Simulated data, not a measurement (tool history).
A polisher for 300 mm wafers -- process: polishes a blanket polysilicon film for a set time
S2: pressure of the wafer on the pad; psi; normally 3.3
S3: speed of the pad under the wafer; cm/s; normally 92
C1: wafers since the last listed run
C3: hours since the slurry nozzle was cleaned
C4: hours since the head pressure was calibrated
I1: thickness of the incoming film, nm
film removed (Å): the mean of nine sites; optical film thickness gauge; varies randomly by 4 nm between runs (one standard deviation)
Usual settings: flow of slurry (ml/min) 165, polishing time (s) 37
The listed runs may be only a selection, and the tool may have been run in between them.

{"run": 1, "hour": 0.0, "flow of slurry (ml/min)": 165, "S2": 3.9, "S3": 106, "polishing time (s)": 37, "C1": 0, "wafers polished on this pad": 4520, "C3": 284.9, "C4": 112.8, "I1": 1714.6, "film removed (Å)": 4089}
{"run": 2, "hour": 45.1, "flow of slurry (ml/min)": 165, "S2": 3.3, "S3": 92, "polishing time (s)": 37, "C1": 617, "wafers polished on this pad": 5138, "C3": 330.0, "C4": 157.9, "I1": 1716.2, "film removed (Å)": 2922}
{"run": 3, "hour": 95.0, "flow of slurry (ml/min)": 165, "S2": 3.3, "S3": 92, "polishing time (s)": 37, "C1": 682, "wafers polished on this pad": 5820, "C3": 379.9, "C4": 207.8, "I1": 1760.1, "film removed (Å)": 2906}
{"run": 4, "hour": 165.1, "flow of slurry (ml/min)": 165, "S2": 3.3, "S3": 92, "polishing time (s)": 37, "C1": 959, "wafers polished on this pad": 6780, "C3": 450.0, "C4": 277.9, "I1": 1721.5, "film removed (Å)": 2988}
{"hour": 177.8, "done": "worn pad replaced by a new one"}
{"run": 5, "hour": 203.8, "flow of slurry (ml/min)": 165, "S2": 3.3, "S3": 92, "polishing time (s)": 37, "C1": 474, "wafers polished on this pad": 355, "C3": 488.7, "C4": 316.6, "I1": 1726.6, "film removed (Å)": 2937}
{"hour": 304.2, "done": "slurry nozzle cleaned"}
{"run": 6, "hour": 370.6, "flow of slurry (ml/min)": 165, "S2": 3.3, "S3": 92, "polishing time (s)": 37, "C1": 2268, "wafers polished on this pad": 2624, "C3": 66.4, "C4": 483.4, "I1": 1734.3, "film removed (Å)": 3107}
{"run": 7, "hour": 415.8, "flow of slurry (ml/min)": 165, "S2": 3.3, "S3": 92, "polishing time (s)": 37, "C1": 618, "wafers polished on this pad": 3242, "C3": 111.6, "C4": 528.6, "I1": 1745.5, "film removed (Å)": 3095}
{"run": 8, "hour": 591.1, "flow of slurry (ml/min)": 165, "S2": 3.3, "S3": 92, "polishing time (s)": 37, "C1": 2398, "wafers polished on this pad": 5641, "C3": 286.9, "C4": 703.9, "I1": 1710.3, "film removed (Å)": 3060}
{"run": 9, "hour": 620.3, "flow of slurry (ml/min)": 165, "S2": 3.3, "S3": 92, "polishing time (s)": 37, "C1": 399, "wafers polished on this pad": 6041, "C3": 316.1, "C4": 733.1, "I1": 1760.0, "film removed (Å)": 3040}
{"hour": 646.9, "done": "head pressure recalibrated"}
{"run": 10, "hour": 670.7, "flow of slurry (ml/min)": 165, "S2": 3.3, "S3": 82, "polishing time (s)": 37, "C1": 662, "wafers polished on this pad": 6703, "C3": 366.5, "C4": 23.8, "I1": 1724.2, "film removed (Å)": 2686}
{"hour": 713.6, "done": "worn pad replaced by a new one"}
{"run": 11, "hour": 721.5, "flow of slurry (ml/min)": 165, "S2": 3.3, "S3": 98, "polishing time (s)": 32, "C1": 640, "wafers polished on this pad": 107, "C3": 417.3, "C4": 74.6, "I1": 1717.5, "film removed (Å)": 2714}
{"run": 12, "hour": 763.4, "flow of slurry (ml/min)": 165, "S2": 3.3, "S3": 98, "polishing time (s)": 32, "C1": 573, "wafers polished on this pad": 680, "C3": 459.2, "C4": 116.5, "I1": 1704.7, "film removed (Å)": 2750}
{"run": 13, "hour": 820.1, "flow of slurry (ml/min)": 165, "S2": 3.3, "S3": 92, "polishing time (s)": 37, "C1": 775, "wafers polished on this pad": 1456, "C3": 515.9, "C4": 173.2, "I1": 1714.8, "film removed (Å)": 2974}
{"hour": 823.1, "done": "slurry nozzle cleaned"}
{"run": 14, "hour": 863.2, "flow of slurry (ml/min)": 165, "S2": 4.1, "S3": 64, "polishing time (s)": 43, "C1": 576, "wafers polished on this pad": 2032, "C3": 40.1, "C4": 216.3, "I1": 1742.7, "film removed (Å)": 3411}
{"run": 15, "hour": 1076.3, "flow of slurry (ml/min)": 165, "S2": 2.7, "S3": 92, "polishing time (s)": 37, "C1": 2916, "wafers polished on this pad": 4949, "C3": 253.2, "C4": 429.4, "I1": 1729.5, "film removed (Å)": 2462}
{"run": 16, "hour": 1135.6, "flow of slurry (ml/min)": 165, "S2": 3.3, "S3": 92, "polishing time (s)": 37, "C1": 811, "wafers polished on this pad": 5760, "C3": 312.5, "C4": 488.7, "I1": 1728.3, "film removed (Å)": 3010}
{"run": 17, "hour": 1170.4, "flow of slurry (ml/min)": 120, "S2": 2.4, "S3": 92, "polishing time (s)": 31, "C1": 476, "wafers polished on this pad": 6236, "C3": 347.3, "C4": 523.5, "I1": 1708.7, "film removed (Å)": 1709}
{"hour": 1226.1, "done": "worn pad replaced by a new one"}
{"run": 18, "hour": 1226.6, "flow of slurry (ml/min)": 135, "S2": 3.3, "S3": 64, "polishing time (s)": 37, "C1": 714, "wafers polished on this pad": 6, "C3": 403.5, "C4": 579.7, "I1": 1743.3, "film removed (Å)": 2103}
{"run": 19, "hour": 1278.5, "flow of slurry (ml/min)": 110, "S2": 3.3, "S3": 64, "polishing time (s)": 46, "C1": 710, "wafers polished on this pad": 716, "C3": 455.4, "C4": 631.6, "I1": 1708.9, "film removed (Å)": 2530}
{"hour": 1284.8, "done": "head pressure recalibrated"}
{"run": 20, "hour": 1330.7, "flow of slurry (ml/min)": 115, "S2": 2.8, "S3": 92, "polishing time (s)": 37, "C1": 686, "wafers polished on this pad": 1403, "C3": 507.6, "C4": 45.9, "I1": 1736.0, "film removed (Å)": 2315}
{"hour": 1364.0, "done": "slurry nozzle cleaned"}
{"run": 21, "hour": 1383.1, "flow of slurry (ml/min)": 135, "S2": 3.0, "S3": 110, "polishing time (s)": 37, "C1": 703, "wafers polished on this pad": 2107, "C3": 19.1, "C4": 98.3, "I1": 1715.6, "film removed (Å)": 3326}

What will run 22 give?
{"run": 22, "hour": 1413.3, "flow of slurry (ml/min)": 165, "S2": 2.7, "S3": 92, "polishing time (s)": 37, "C1": 413, "wafers polished on this pad": 2520, "C3": 49.3, "C4": 128.5, "I1": 1731.6, "film removed (Å)": "?"}

film removed (Å): 2619
With the hidden condition absent and the run-to-run variation left alone, this run would have shown film removed (Å) 2672.

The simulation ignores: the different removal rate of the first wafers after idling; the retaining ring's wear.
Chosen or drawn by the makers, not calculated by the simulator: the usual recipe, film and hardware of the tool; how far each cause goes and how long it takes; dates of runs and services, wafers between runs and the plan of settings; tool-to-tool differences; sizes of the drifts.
